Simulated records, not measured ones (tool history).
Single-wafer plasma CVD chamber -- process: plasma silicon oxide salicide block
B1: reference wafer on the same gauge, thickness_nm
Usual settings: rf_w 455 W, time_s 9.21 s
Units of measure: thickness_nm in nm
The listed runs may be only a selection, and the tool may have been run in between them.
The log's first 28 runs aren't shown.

run 29 hour=354.4 | rf_w=515 time_s=10.70 | B1=90.989 | thickness_nm=109.206
-- hour=363.1 gauge calibrated
run 30 hour=367.9 | rf_w=395 time_s=8.38 | B1=90.964 | thickness_nm=78.306
run 31 hour=382.9 | rf_w=505 time_s=8.48 | B1=90.990 | thickness_nm=85.758
run 32 hour=398.2 | rf_w=545 time_s=8.12 | B1=91.029 | thickness_nm=84.474
run 33 hour=407.6 | rf_w=495 time_s=9.21 | B1=91.000 | thickness_nm=92.712
run 34 hour=421.9 | rf_w=455 time_s=9.21 | B1=91.008 | thickness_nm=90.142
run 35 hour=430.0 | rf_w=485 time_s=9.76 | B1=90.990 | thickness_nm=97.657
run 36 hour=442.2 | rf_w=390 time_s=8.30 | B1=90.977 | thickness_nm=77.185
run 37 hour=454.1 | rf_w=455 time_s=9.21 | B1=90.996 | thickness_nm=90.074
run 38 hour=461.8 | rf_w=430 time_s=7.44 | B1=91.007 | thickness_nm=71.575
run 39 hour=475.6 | rf_w=430 time_s=7.94 | B1=91.021 | thickness_nm=76.365
run 40 hour=484.5 | rf_w=420 time_s=9.81 | B1=91.002 | thickness_nm=93.383
run 41 hour=502.2 | rf_w=420 time_s=9.21 | B1=91.007 | thickness_nm=88.157
run 42 hour=510.0 | rf_w=540 time_s=8.56 | B1=91.010 | thickness_nm=88.649
run 43 hour=518.6 | rf_w=505 time_s=11.02 | B1=90.960 | thickness_nm=111.702
run 44 hour=534.1 | rf_w=395 time_s=9.21 | B1=91.023 | thickness_nm=85.947

Branching from run 44: 4 alternative next runs. What would each branch give?
run A hour=534.5 | rf_w=455 time_s=9.21 | B1=? | thickness_nm=?
run B hour=534.5 | rf_w=375 time_s=9.21 | B1=? | thickness_nm=?
run C hour=534.5 | rf_w=390 time_s=10.84 | B1=? | thickness_nm=?
run D hour=534.5 | rf_w=365 time_s=9.21 | B1=? | thickness_nm=?

run=A B1=91.026 thickness_nm=90.092
run=B B1=91.026 thickness_nm=84.468
run=C B1=91.026 thickness_nm=100.737
run=D B1=91.026 thickness_nm=83.701
Without the tool's hidden state the same runs would have given:
run=A thickness_nm=90.563
run=B thickness_nm=84.910
run=C thickness_nm=101.264
run=D thickness_nm=84.139

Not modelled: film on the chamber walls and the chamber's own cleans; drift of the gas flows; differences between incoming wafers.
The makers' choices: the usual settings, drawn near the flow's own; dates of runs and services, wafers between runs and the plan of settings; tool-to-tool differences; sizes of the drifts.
